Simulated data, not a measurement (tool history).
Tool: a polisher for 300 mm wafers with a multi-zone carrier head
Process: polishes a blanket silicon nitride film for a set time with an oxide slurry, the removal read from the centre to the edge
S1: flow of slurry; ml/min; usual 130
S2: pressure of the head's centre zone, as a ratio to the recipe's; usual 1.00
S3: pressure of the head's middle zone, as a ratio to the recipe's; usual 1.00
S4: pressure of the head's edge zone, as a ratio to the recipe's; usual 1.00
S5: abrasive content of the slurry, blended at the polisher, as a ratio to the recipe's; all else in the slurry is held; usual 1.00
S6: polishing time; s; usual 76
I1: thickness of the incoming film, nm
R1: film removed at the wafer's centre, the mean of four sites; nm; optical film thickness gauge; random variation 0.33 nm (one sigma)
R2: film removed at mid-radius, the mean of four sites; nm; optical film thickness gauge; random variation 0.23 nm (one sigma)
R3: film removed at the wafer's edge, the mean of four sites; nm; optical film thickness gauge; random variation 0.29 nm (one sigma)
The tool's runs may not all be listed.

run	day	S1	S2	S3	S4	S5	S6	I1	R1	R2	R3
1	0.000	130	1.00	1.00	1.00	1.00	76	599.9	28.3	28.0	29.8
2	0.721	130	1.00	1.00	1.00	1.00	76	585.4	28.3	28.1	29.7
3	1.288	130	1.00	1.00	1.00	1.00	76	585.1	28.4	28.3	30.2
4	1.592	130	1.00	1.00	1.00	1.00	76	584.6	29.0	28.1	30.0
5	2.246	130	1.00	1.00	1.00	1.00	76	599.9	28.3	28.0	30.5
# day 2.692: worn pad replaced by a new one
6	2.712	130	1.00	1.00	1.00	1.00	76	595.4	28.5	27.8	30.6
7	3.304	130	1.00	1.00	1.00	1.00	76	583.3	28.3	28.2	30.0
8	3.758	130	1.00	1.00	1.00	1.00	76	595.0	27.9	28.1	29.8
9	4.125	130	1.00	1.00	1.00	1.00	76	598.6	28.5	27.9	30.6
# day 4.621: centre zone pressure recalibrated
10	4.642	130	1.00	1.00	1.00	1.00	76	594.4	28.3	27.8	30.3
# day 4.979: edge zone pressure recalibrated
11	5.333	130	1.00	0.94	1.00	1.00	76	593.9	28.1	26.9	30.2
12	5.979	130	1.12	1.00	1.00	1.20	76	586.8	33.3	29.8	31.6
13	6.458	130	1.00	1.00	1.00	1.00	76	599.4	28.2	28.3	30.2
# day 6.733: slurry nozzle cleaned
# day 6.888: carrier head's membrane replaced by a new one
14	6.975	130	1.04	1.00	1.10	0.75	76	590.6	23.9	23.4	26.2
# day 7.404: worn pad replaced by a new one
15	7.425	160	1.08	1.00	1.00	1.00	76	583.8	30.4	27.3	29.8
16	8.025	130	1.06	0.91	1.11	1.10	76	589.6	27.2	24.4	30.7
17	8.446	130	1.12	0.91	1.00	1.00	83	587.4	30.5	25.9	30.8
18	8.825	130	1.00	1.00	1.00	1.00	76	590.0	24.6	25.4	28.2
# day 9.162: slurry nozzle cleaned, repeated, since the last time left the tool worse
19	9.183	130	1.00	1.00	0.93	1.00	76	583.8	30.9	30.4	31.4
20	9.854	130	1.00	0.92	1.00	1.25	76	588.3	33.4	31.2	34.9

3 ways to go on from here, each from the tool as it stands after run 20. What would each give?
A	9.871	130	1.00	1.00	1.00	1.10	76	581.7	?	?	?
B	9.871	110	1.00	0.92	1.10	1.00	93	581.7	?	?	?
C	9.871	155	1.11	0.90	0.95	1.00	76	581.7	?	?	?

run	R1	R2	R3
A	31.8	31.3	32.9
B	36.1	33.6	39.3
C	35.5	29.0	32.1
Without the tool's hidden state the same runs would have given:
run	R1	R2	R3
A	32.0	31.5	33.1
B	36.4	33.9	39.5
C	35.7	29.2	32.3

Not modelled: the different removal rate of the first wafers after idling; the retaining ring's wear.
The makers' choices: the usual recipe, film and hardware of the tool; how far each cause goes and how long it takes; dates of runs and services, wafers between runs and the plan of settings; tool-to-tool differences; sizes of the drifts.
